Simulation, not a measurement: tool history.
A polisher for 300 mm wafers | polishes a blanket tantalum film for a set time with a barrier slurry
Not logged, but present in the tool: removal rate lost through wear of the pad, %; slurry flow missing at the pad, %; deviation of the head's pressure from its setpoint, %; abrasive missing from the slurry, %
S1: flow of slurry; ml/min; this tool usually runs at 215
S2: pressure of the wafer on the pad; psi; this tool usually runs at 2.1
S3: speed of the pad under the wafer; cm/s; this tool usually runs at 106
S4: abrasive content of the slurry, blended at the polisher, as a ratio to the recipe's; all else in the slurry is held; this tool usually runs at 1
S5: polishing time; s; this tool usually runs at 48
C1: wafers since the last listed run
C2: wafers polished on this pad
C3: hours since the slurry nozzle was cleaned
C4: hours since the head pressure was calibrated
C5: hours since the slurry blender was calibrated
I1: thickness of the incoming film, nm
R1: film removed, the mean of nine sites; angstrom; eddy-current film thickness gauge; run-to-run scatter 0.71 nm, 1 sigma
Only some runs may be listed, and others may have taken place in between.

run,hour,S1,S2,S3,S4,S5,C1,C2,C3,C4,C5,I1,R1
1,0,215,2.1,106,1,48,0,2753,87.9,1104.3,326.8,246.5,850
2,61.5,215,2.1,106,1,48,993,3747,149.4,1165.8,388.3,246.8,845
# hour 68.4: slurry blender recalibrated
# hour 72.1: head pressure recalibrated
# hour 188.6: worn pad replaced by a new one
3,213.2,215,2.1,106,1,48,2321,396,301.1,141.1,144.8,253.4,867
4,271.3,180,2.1,106,1,48,938,1335,359.2,199.2,202.9,251.3,847
# hour 273.4: slurry nozzle cleaned
5,297.9,180,2.1,106,1,48,413,1748,24.5,225.8,229.5,254.6,835
6,344.7,180,2.1,106,1,48,755,2504,71.3,272.6,276.3,250,835
7,413.3,170,2.1,106,1,54,1108,3613,139.9,341.2,344.9,254.5,935
# hour 457.2: slurry blender recalibrated
8,479.4,170,2.1,106,1,54,1035,4648,206,407.3,22.2,250.2,991
9,510.5,170,2.1,106,1,54,502,5150,237.1,438.4,53.3,250.1,991
# hour 530.2: worn pad replaced by a new one
10,579.9,215,1.8,106,1,48,1056,802,306.5,507.8,122.7,249.7,744
11,618.4,215,2.1,106,1,48,621,1424,345,546.3,161.2,253.4,855
# hour 669.3: slurry nozzle cleaned
12,786.8,215,2.1,106,1,48,2704,4128,117.5,714.7,329.6,250.2,843
# hour 840.6: slurry blender recalibrated
# hour 850.8: worn pad replaced by a new one
13,851.3,215,2.1,106,1,48,944,8,182,779.2,10.7,252.7,899
14,1025.1,215,2.1,106,1,48,2807,2815,355.8,953,184.5,249.8,847
# hour 1058.1: slurry nozzle cleaned
15,1058.6,190,2.1,70,0.8,43,524,3340,0.5,986.5,218,246.5,520
16,1121.1,140,2.3,106,1.1,48,1009,4350,63,1049,280.5,251.4,914
# hour 1160.1: head pressure recalibrated
# hour 1172.1: slurry blender recalibrated
17,1177,215,2.1,106,1,48,838,5188,118.9,16.9,4.9,250.7,930
18,1217.6,215,1.7,120,1.15,65,655,5844,159.5,57.5,45.5,248.8,1135
# hour 1226: worn pad replaced by a new one
# hour 1415.1: slurry nozzle cleaned
19,1430.4,215,2.1,90,1,43,3356,3285,15.3,270.3,258.3,252.7,684
20,1462.9,215,2.1,80,1,48,524,3810,47.8,302.8,290.8,249.7,692
21,1515.7,215,2.1,124,1,58,852,4663,100.6,355.6,343.6,250.7,1152
# hour 1546.3: slurry blender recalibrated
22,1552.3,215,2.7,106,1,48,558,5222,137.2,392.2,6,247.7,1163
# hour 1591.2: worn pad replaced by a new one
23,1592.1,215,2.1,106,1,48,578,15,177,432,45.8,249.9,878
24,1622.9,215,2.1,106,1,48,497,512,207.8,462.8,76.6,245.7,878

The next listed run, before its measurement:
25,1655.4,215,1.7,134,1,48,524,1037,240.3,495.3,109.1,251.6,?

Run 25 measured R1 839 angstrom.
Take away the tool's hidden state, keep the run-to-run variation as it was, and the same run would have given R1 895 angstrom.

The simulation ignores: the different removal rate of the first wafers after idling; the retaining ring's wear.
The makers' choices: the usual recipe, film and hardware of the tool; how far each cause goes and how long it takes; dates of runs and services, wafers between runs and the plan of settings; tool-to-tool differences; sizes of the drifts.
